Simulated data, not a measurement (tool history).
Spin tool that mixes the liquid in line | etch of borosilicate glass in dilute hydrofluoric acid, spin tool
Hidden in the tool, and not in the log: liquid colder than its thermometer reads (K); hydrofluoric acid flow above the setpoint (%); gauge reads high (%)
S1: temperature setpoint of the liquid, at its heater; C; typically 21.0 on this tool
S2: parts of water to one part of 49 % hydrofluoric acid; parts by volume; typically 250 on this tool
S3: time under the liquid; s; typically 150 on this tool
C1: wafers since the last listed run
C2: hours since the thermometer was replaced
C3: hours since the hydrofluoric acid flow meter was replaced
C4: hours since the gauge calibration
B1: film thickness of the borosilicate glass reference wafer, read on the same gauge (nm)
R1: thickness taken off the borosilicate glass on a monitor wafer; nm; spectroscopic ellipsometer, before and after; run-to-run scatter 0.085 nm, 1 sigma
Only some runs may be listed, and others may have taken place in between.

run	hour	S1	S2	S3	C1	C2	C3	C4	B1	R1
1	0.0	21.0	250	150	0	1192.4	465.0	1131.6	99.99	15.00
# hour 72.2: gauge calibrated
2	277.3	25.0	250	150	2711	1469.7	742.3	205.1	100.03	17.34
3	362.5	21.0	180	150	833	1554.9	827.5	290.3	99.97	22.14
4	423.0	21.0	250	150	591	1615.4	888.0	350.8	100.00	14.80
5	473.1	21.0	250	150	489	1665.5	938.1	400.9	100.03	14.71
6	517.9	21.0	250	200	438	1710.3	982.9	445.7	100.03	19.57
# hour 571.1: thermometer replaced
7	829.1	21.0	250	200	3033	258.0	1294.1	756.9	99.99	18.37
# hour 888.7: thermometer replaced, repeated, since the last time left the tool worse
8	893.2	24.5	250	150	617	4.5	1358.2	821.0	99.98	17.67
9	1009.5	24.5	250	150	1137	120.8	1474.5	937.3	99.99	17.37
10	1059.3	21.0	175	150	487	170.6	1524.3	987.1	99.98	23.53
11	1130.0	18.0	355	65	691	241.3	1595.0	1057.8	99.99	3.81
# hour 1135.5: hydrofluoric acid flow meter replaced
12	1189.3	17.0	135	220	570	300.6	53.8	1117.1	100.00	39.70
13	1245.4	23.5	320	150	548	356.7	109.9	1173.2	100.00	12.27
14	1343.8	18.0	250	210	962	455.1	208.3	1271.6	99.96	19.04
# hour 1377.4: gauge calibrated
15	1415.1	23.0	310	235	697	526.4	279.6	37.7	100.01	19.43
16	1635.8	19.5	290	120	2158	747.1	500.3	258.4	99.96	9.34
17	1696.1	21.0	180	150	589	807.4	560.6	318.7	99.99	22.46
18	1801.5	24.5	250	235	1030	912.8	666.0	424.1	100.00	26.68
19	1866.3	21.0	250	150	633	977.6	730.8	488.9	100.00	14.77

Forecast each of these 4 alternatives for the next run:
A	1866.8	17.0	250	150	4	978.1	731.3	489.4	?	?
B	1866.8	23.5	370	150	4	978.1	731.3	489.4	?	?
C	1866.8	21.0	200	150	4	978.1	731.3	489.4	?	?
D	1866.8	25.5	250	150	4	978.1	731.3	489.4	?	?

run	B1	R1
A	99.99	12.77
B	99.99	9.88
C	99.99	19.53
D	99.99	17.58
Take away the tool's hidden state, keep each run's random variation, and the runs would have read:
run	R1
A	13.47
B	10.35
C	20.58
D	18.45

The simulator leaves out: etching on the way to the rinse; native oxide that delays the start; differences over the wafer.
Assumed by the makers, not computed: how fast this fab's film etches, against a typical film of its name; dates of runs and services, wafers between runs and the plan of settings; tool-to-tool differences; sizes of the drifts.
